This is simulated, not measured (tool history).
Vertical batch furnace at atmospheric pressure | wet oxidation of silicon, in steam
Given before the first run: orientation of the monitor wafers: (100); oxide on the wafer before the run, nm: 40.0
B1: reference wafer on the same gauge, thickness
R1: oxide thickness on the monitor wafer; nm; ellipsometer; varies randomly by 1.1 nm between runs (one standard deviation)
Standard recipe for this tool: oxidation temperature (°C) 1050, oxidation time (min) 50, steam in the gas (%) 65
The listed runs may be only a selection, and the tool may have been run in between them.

{"run": 1, "day": 0.0, "oxidation temperature (°C)": 1059, "oxidation time (min)": 50, "steam in the gas (%)": 65, "B1": 350.7, "R1": 388.19}
{"run": 2, "day": 2.304, "oxidation temperature (°C)": 1050, "oxidation time (min)": 50, "steam in the gas (%)": 65, "B1": 350.88, "R1": 368.19}
{"run": 3, "day": 3.738, "oxidation temperature (°C)": 1050, "oxidation time (min)": 50, "steam in the gas (%)": 65, "B1": 350.88, "R1": 368.02}
{"run": 4, "day": 6.371, "oxidation temperature (°C)": 1050, "oxidation time (min)": 50, "steam in the gas (%)": 65, "B1": 351.28, "R1": 369.21}
{"run": 5, "day": 7.879, "oxidation temperature (°C)": 1050, "oxidation time (min)": 50, "steam in the gas (%)": 65, "B1": 351, "R1": 367.51}
{"run": 6, "day": 10.804, "oxidation temperature (°C)": 1044, "oxidation time (min)": 50, "steam in the gas (%)": 65, "B1": 351.35, "R1": 354.81}
{"run": 7, "day": 13.438, "oxidation temperature (°C)": 1044, "oxidation time (min)": 50, "steam in the gas (%)": 65, "B1": 351.03, "R1": 355.82}
{"run": 8, "day": 15.979, "oxidation temperature (°C)": 1044, "oxidation time (min)": 50, "steam in the gas (%)": 65, "B1": 351.59, "R1": 355.96}
{"day": 18.842, "done": "thermocouples replaced and temperature profile calibrated"}
{"run": 9, "day": 18.862, "oxidation temperature (°C)": 1050, "oxidation time (min)": 42.5, "steam in the gas (%)": 65, "B1": 351.07, "R1": 330.94}
{"day": 20.979, "done": "steam generator serviced"}
{"run": 10, "day": 21.0, "oxidation temperature (°C)": 1050, "oxidation time (min)": 68, "steam in the gas (%)": 65, "B1": 350.84, "R1": 427.24}
{"run": 11, "day": 22.621, "oxidation temperature (°C)": 1050, "oxidation time (min)": 50, "steam in the gas (%)": 57, "B1": 350.88, "R1": 325.89}
{"run": 12, "day": 25.054, "oxidation temperature (°C)": 1031, "oxidation time (min)": 50, "steam in the gas (%)": 54, "B1": 351.25, "R1": 282.01}
{"run": 13, "day": 26.171, "oxidation temperature (°C)": 1044, "oxidation time (min)": 50, "steam in the gas (%)": 65, "B1": 350.5, "R1": 342.46}
{"day": 26.229, "done": "gauge calibrated"}
{"day": 27.725, "done": "steam generator serviced, repeated, since the last time left the tool worse"}
{"run": 14, "day": 28.342, "oxidation temperature (°C)": 1062, "oxidation time (min)": 61, "steam in the gas (%)": 68, "B1": 351.02, "R1": 464.11}
{"run": 15, "day": 29.712, "oxidation temperature (°C)": 1050, "oxidation time (min)": 50, "steam in the gas (%)": 65, "B1": 351.05, "R1": 374.01}
{"run": 16, "day": 32.25, "oxidation temperature (°C)": 1025, "oxidation time (min)": 50, "steam in the gas (%)": 65, "B1": 351.36, "R1": 324.33}
{"run": 17, "day": 33.717, "oxidation temperature (°C)": 1050, "oxidation time (min)": 73.5, "steam in the gas (%)": 65, "B1": 351.03, "R1": 474.11}
{"run": 18, "day": 35.154, "oxidation temperature (°C)": 1050, "oxidation time (min)": 64, "steam in the gas (%)": 74, "B1": 350.86, "R1": 472.13}

Per-run results on a tool with no hidden state, each run keeping its own random variation:
The hidden state here: true tube temperature minus thermocouple reading, K; steam share off its setpoint, % of the setpoint; gauge reads high (%).
run=1 R1=398.53
run=2 R1=378.42
run=3 R1=378.41
run=4 R1=379.95
run=5 R1=378.37
run=6 R1=365.74
run=7 R1=367.09
run=8 R1=367.52
run=9 R1=341.97
run=10 R1=455.2
run=11 R1=347.86
run=12 R1=301.94
run=13 R1=366.08
run=14 R1=466.6
run=15 R1=376.23
run=16 R1=326.6
run=17 R1=477.44
run=18 R1=475.64

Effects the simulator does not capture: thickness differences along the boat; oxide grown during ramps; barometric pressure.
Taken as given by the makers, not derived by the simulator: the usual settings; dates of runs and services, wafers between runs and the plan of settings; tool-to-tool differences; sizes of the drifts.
